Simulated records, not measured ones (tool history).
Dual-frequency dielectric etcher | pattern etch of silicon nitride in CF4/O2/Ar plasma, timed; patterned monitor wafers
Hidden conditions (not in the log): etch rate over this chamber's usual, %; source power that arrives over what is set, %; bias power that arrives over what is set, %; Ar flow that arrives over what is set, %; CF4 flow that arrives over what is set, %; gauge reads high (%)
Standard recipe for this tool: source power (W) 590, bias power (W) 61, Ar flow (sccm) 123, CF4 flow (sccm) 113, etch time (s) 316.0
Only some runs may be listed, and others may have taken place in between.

run     day  source power (W)  bias power (W)  Ar flow (sccm)  CF4 flow (sccm)  etch time (s)  wafers since the last listed run  hours since the last wet clean  hours since the last source power generator calibration  hours since the last bias power generator calibration  hours since the last Ar flow controller change  hours since the last CF4 flow controller change  hours since the last upper electrode change  hours since the gauge calibration  read-back reference wafer on the same gauge, depth_nm  mean etch depth across the wafer (Å)
  1   0.000               590              61             106              113          370.5                                 0                           211.8                                                   1715.2                                                 3702.3                                          2866.2                                           4168.7                                        134.9                             1169.4                                                  644.3                                  8228
      1.983  -- CF4 flow controller replaced
  2   2.004               590              61             123              130          316.0                               289                           259.9                                                   1763.3                                                 3750.4                                          2914.3                                              0.5                                        183.0                             1217.5                                                  645.8                                  6927
  3   2.933               590              61             123              130          316.0                               153                           282.2                                                   1785.6                                                 3772.7                                          2936.6                                             22.8                                        205.3                             1239.8                                                  644.6                                  6826
  4   5.329               590              61             123              113          316.0                               394                           339.7                                                   1843.1                                                 3830.2                                          2994.1                                             80.3                                        262.8                             1297.3                                                  643.2                                  6692
      7.362  -- Ar flow controller replaced
  5   7.708               590              73             110              113          316.0                               350                           396.8                                                   1900.2                                                 3887.3                                             8.3                                            137.4                                        319.9                             1354.4                                                  643.3                                  7002
      8.883  -- wet clean of the chamber
  6  10.192               590              61             123              113          316.0                               244                            31.4                                                   1959.8                                                 3946.9                                            67.9                                            197.0                                        379.5                             1414.0                                                  644.0                                  6898
  7  12.954               440              68             123              113          316.0                               455                            97.7                                                   2026.1                                                 4013.2                                           134.2                                            263.3                                        445.8                             1480.3                                                  643.5                                  6092
     14.971  -- source power generator calibrated
  8  15.558               590              61             123               99          316.0                               401                           160.2                                                     14.1                                                 4075.7                                           196.7                                            325.8                                        508.3                             1542.8                                                  645.0                                  6716
  9  17.621               640              61             139               86          226.0                               339                           209.7                                                     63.6                                                 4125.2                                           246.2                                            375.3                                        557.8                             1592.3                                                  644.2                                  4740
     17.912  -- gauge calibrated
 10  18.675               590              61             123              126          292.0                               173                           235.0                                                     88.9                                                 4150.5                                           271.5                                            400.6                                        583.1                               18.3                                                  644.5                                  6327

What will run 11 give?
 11  22.288               590              52             123              113          316.0                               595                           321.7                                                    175.6                                                 4237.2                                           358.2                                            487.3                                        669.8                              105.0                                                      ?                                     ?

{"run 11": {"read-back reference wafer on the same gauge, depth_nm": 642.0, "mean etch depth across the wafer (Å)": 6438}}
Were there no unlogged condition in the tool, this run, its random variation unchanged, would have produced mean etch depth across the wafer (Å) 6804.

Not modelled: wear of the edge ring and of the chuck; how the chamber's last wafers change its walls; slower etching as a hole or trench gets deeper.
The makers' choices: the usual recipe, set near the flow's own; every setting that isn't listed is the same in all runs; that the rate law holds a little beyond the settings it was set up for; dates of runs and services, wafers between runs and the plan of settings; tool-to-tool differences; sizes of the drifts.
